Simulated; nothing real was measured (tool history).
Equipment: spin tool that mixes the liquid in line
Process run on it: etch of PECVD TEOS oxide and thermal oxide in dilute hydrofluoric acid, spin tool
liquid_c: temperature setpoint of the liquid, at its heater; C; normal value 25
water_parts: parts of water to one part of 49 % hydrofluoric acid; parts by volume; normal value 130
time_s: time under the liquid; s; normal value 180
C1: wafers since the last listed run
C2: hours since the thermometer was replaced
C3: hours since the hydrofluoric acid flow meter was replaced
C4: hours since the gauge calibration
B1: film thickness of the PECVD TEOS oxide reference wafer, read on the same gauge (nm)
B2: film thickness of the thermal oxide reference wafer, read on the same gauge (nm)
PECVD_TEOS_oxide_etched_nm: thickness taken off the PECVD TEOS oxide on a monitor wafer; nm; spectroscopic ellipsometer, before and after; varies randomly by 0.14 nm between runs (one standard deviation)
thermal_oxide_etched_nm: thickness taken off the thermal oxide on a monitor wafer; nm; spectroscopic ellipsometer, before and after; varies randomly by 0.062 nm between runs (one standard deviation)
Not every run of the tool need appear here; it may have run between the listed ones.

run 1 day=0 | liquid_c=25 water_parts=130 time_s=180 | C1=0 C2=1273.8 C3=1786.6 C4=1613.7 | B1=70 B2=30 | PECVD_TEOS_oxide_etched_nm=19.16 thermal_oxide_etched_nm=7.6
run 2 day=2.604 | liquid_c=25 water_parts=130 time_s=180 | C1=460 C2=1336.3 C3=1849.1 C4=1676.2 | B1=69.99 B2=29.99 | PECVD_TEOS_oxide_etched_nm=19.29 thermal_oxide_etched_nm=7.7
run 3 day=6.408 | liquid_c=27 water_parts=130 time_s=110 | C1=673 C2=1427.6 C3=1940.4 C4=1767.5 | B1=70.01 B2=29.99 | PECVD_TEOS_oxide_etched_nm=12.84 thermal_oxide_etched_nm=5.09
run 4 day=8.388 | liquid_c=27 water_parts=130 time_s=110 | C1=350 C2=1475.1 C3=1987.9 C4=1815 | B1=70 B2=29.99 | PECVD_TEOS_oxide_etched_nm=12.74 thermal_oxide_etched_nm=5.04
run 5 day=10.888 | liquid_c=25 water_parts=130 time_s=180 | C1=442 C2=1535.1 C3=2047.9 C4=1875 | B1=70 B2=30.01 | PECVD_TEOS_oxide_etched_nm=19.63 thermal_oxide_etched_nm=7.59
run 6 day=15.183 | liquid_c=25 water_parts=130 time_s=180 | C1=760 C2=1638.2 C3=2151 C4=1978.1 | B1=70 B2=29.97 | PECVD_TEOS_oxide_etched_nm=19.68 thermal_oxide_etched_nm=8.01
run 7 day=17.462 | liquid_c=28 water_parts=130 time_s=220 | C1=403 C2=1692.9 C3=2205.7 C4=2032.8 | B1=69.99 B2=29.97 | PECVD_TEOS_oxide_etched_nm=27.09 thermal_oxide_etched_nm=10.9
-- day=17.754 hydrofluoric acid flow meter replaced
run 8 day=21.329 | liquid_c=25 water_parts=130 time_s=100 | C1=676 C2=1785.7 C3=85.8 C4=2125.6 | B1=69.99 B2=29.98 | PECVD_TEOS_oxide_etched_nm=10.13 thermal_oxide_etched_nm=4.01
run 9 day=25.208 | liquid_c=29 water_parts=170 time_s=180 | C1=686 C2=1878.8 C3=178.9 C4=2218.7 | B1=70.01 B2=30.03 | PECVD_TEOS_oxide_etched_nm=15.41 thermal_oxide_etched_nm=6.17
run 10 day=28.562 | liquid_c=23 water_parts=130 time_s=250 | C1=593 C2=1959.3 C3=259.4 C4=2299.2 | B1=70 B2=29.96 | PECVD_TEOS_oxide_etched_nm=23.7 thermal_oxide_etched_nm=9.51
run 11 day=30.475 | liquid_c=25 water_parts=95 time_s=180 | C1=338 C2=2005.2 C3=305.3 C4=2345.1 | B1=70 B2=30.02 | PECVD_TEOS_oxide_etched_nm=27.03 thermal_oxide_etched_nm=10.77
run 12 day=33.517 | liquid_c=25 water_parts=130 time_s=270 | C1=538 C2=2078.2 C3=378.3 C4=2418.1 | B1=70 B2=30 | PECVD_TEOS_oxide_etched_nm=28.41 thermal_oxide_etched_nm=11.26
-- day=36.354 thermometer replaced
run 13 day=36.375 | liquid_c=25 water_parts=130 time_s=180 | C1=498 C2=0.5 C3=446.9 C4=2486.7 | B1=70.03 B2=30.01 | PECVD_TEOS_oxide_etched_nm=17.21 thermal_oxide_etched_nm=6.76
run 14 day=38.862 | liquid_c=29.5 water_parts=105 time_s=280 | C1=440 C2=60.2 C3=506.6 C4=2546.4 | B1=69.99 B2=29.98 | PECVD_TEOS_oxide_etched_nm=40.92 thermal_oxide_etched_nm=16.08
run 15 day=41.629 | liquid_c=25 water_parts=175 time_s=180 | C1=489 C2=126.6 C3=573 C4=2612.8 | B1=70 B2=29.99 | PECVD_TEOS_oxide_etched_nm=12.16 thermal_oxide_etched_nm=4.78
run 16 day=43.317 | liquid_c=21 water_parts=170 time_s=250 | C1=298 C2=167.1 C3=613.5 C4=2653.3 | B1=70.01 B2=30 | PECVD_TEOS_oxide_etched_nm=15.02 thermal_oxide_etched_nm=5.97
-- day=45.088 gauge calibrated
run 17 day=47.921 | liquid_c=23.5 water_parts=175 time_s=120 | C1=814 C2=277.6 C3=724 C4=68 | B1=70 B2=29.99 | PECVD_TEOS_oxide_etched_nm=7.7 thermal_oxide_etched_nm=3.1
run 18 day=49.662 | liquid_c=28 water_parts=65 time_s=225 | C1=308 C2=319.4 C3=765.8 C4=109.8 | B1=70.01 B2=29.99 | PECVD_TEOS_oxide_etched_nm=53.67 thermal_oxide_etched_nm=21.11
run 19 day=54.096 | liquid_c=25 water_parts=130 time_s=180 | C1=784 C2=425.8 C3=872.2 C4=216.2 | B1=70.01 B2=29.99 | PECVD_TEOS_oxide_etched_nm=17.73 thermal_oxide_etched_nm=6.97
run 20 day=55.8 | liquid_c=25 water_parts=185 time_s=180 | C1=301 C2=466.7 C3=913.1 C4=257.1 | B1=69.99 B2=30.01 | PECVD_TEOS_oxide_etched_nm=11.74 thermal_oxide_etched_nm=4.61
run 21 day=58.983 | liquid_c=27 water_parts=190 time_s=180 | C1=563 C2=543.1 C3=989.5 C4=333.5 | B1=70 B2=30.01 | PECVD_TEOS_oxide_etched_nm=12.35 thermal_oxide_etched_nm=4.83
run 22 day=61.429 | liquid_c=25 water_parts=130 time_s=85 | C1=432 C2=601.8 C3=1048.2 C4=392.2 | B1=69.99 B2=30.05 | PECVD_TEOS_oxide_etched_nm=8.49 thermal_oxide_etched_nm=3.37

Run 23 has not been measured yet. What should we expect?
run 23 day=65.754 | liquid_c=25 water_parts=85 time_s=95 | C1=765 C2=705.6 C3=1152 C4=496 | B1=? B2=? | PECVD_TEOS_oxide_etched_nm=? thermal_oxide_etched_nm=?

Logged for run 23: B1 69.99, B2 30, PECVD_TEOS_oxide_etched_nm 15.35 nm, thermal_oxide_etched_nm 6.16 nm.
Without the tool's hidden state the same run would have given PECVD_TEOS_oxide_etched_nm 14.1 nm, thermal_oxide_etched_nm 5.66 nm.

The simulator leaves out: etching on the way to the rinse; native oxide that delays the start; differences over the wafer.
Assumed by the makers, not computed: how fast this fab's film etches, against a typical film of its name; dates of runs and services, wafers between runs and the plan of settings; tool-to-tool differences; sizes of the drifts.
